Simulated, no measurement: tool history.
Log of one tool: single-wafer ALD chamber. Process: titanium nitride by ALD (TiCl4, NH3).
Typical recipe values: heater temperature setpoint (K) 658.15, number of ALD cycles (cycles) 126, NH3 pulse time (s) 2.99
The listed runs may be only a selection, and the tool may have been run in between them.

| run | day | heater temperature setpoint (K) | number of ALD cycles (cycles) | NH3 pulse time (s) | read-back reference wafer on the same gauge, thickness_nm | mean film thickness on the monitor wafer (Å) |
|---|---|---|---|---|---|---|
| 1 | 0 | 658.15 | 126 | 2.99 | 3.192 | 27.55 |
| 2 | 0.433 | 658.15 | 126 | 2.99 | 3.188 | 27.61 |
| 3 | 0.717 | 658.15 | 126 | 2.99 | 3.187 | 27.61 |
| 4 | 1.179 | 658.15 | 126 | 2.99 | 3.192 | 27.47 |
| 5 | 1.788 | 658.15 | 126 | 2.99 | 3.183 | 27.49 |
| 6 | 2.392 | 658.15 | 126 | 2.99 | 3.18 | 27.5 |
| 7 | 3.067 | 658.15 | 126 | 2.99 | 3.175 | 27.35 |
|  | 3.533 | gauge calibrated |
| 8 | 3.721 | 658.15 | 126 | 2.99 | 3.215 | 27.81 |
|  | 4.638 | thermocouple changed; heater temperature recalibrated |
| 9 | 4.658 | 658.15 | 126 | 2.99 | 3.214 | 27.83 |
| 10 | 4.9 | 663.15 | 143 | 3.58 | 3.215 | 31.73 |
| 11 | 5.45 | 658.15 | 107 | 2.52 | 3.213 | 23.46 |
|  | 5.979 | showerhead replaced |
| 12 | 6 | 650.15 | 109 | 2.99 | 3.21 | 23.95 |
| 13 | 6.496 | 666.15 | 126 | 3.41 | 3.21 | 28.17 |
| 14 | 8.496 | 658.15 | 113 | 3.45 | 3.209 | 25.03 |
| 15 | 9.179 | 658.15 | 139 | 2.23 | 3.203 | 30.17 |

Hidden state, per run?
wafer temperature above the value expected at the setpoint (K): 0 on each run
H1: gauge reads high (%)
| run | H1 |
|---|---|
| 1 | -0.518 |
| 2 | -0.584 |
| 3 | -0.629 |
| 4 | -0.706 |
| 5 | -0.812 |
| 6 | -0.925 |
| 7 | -1.06 |
| 8 | 0.0857 |
| 9 | 0.0743 |
| 10 | 0.0687 |
| 11 | 0.052 |
| 12 | 0.0297 |
| 13 | 0.00474 |
| 14 | -0.142 |
| 15 | -0.209 |
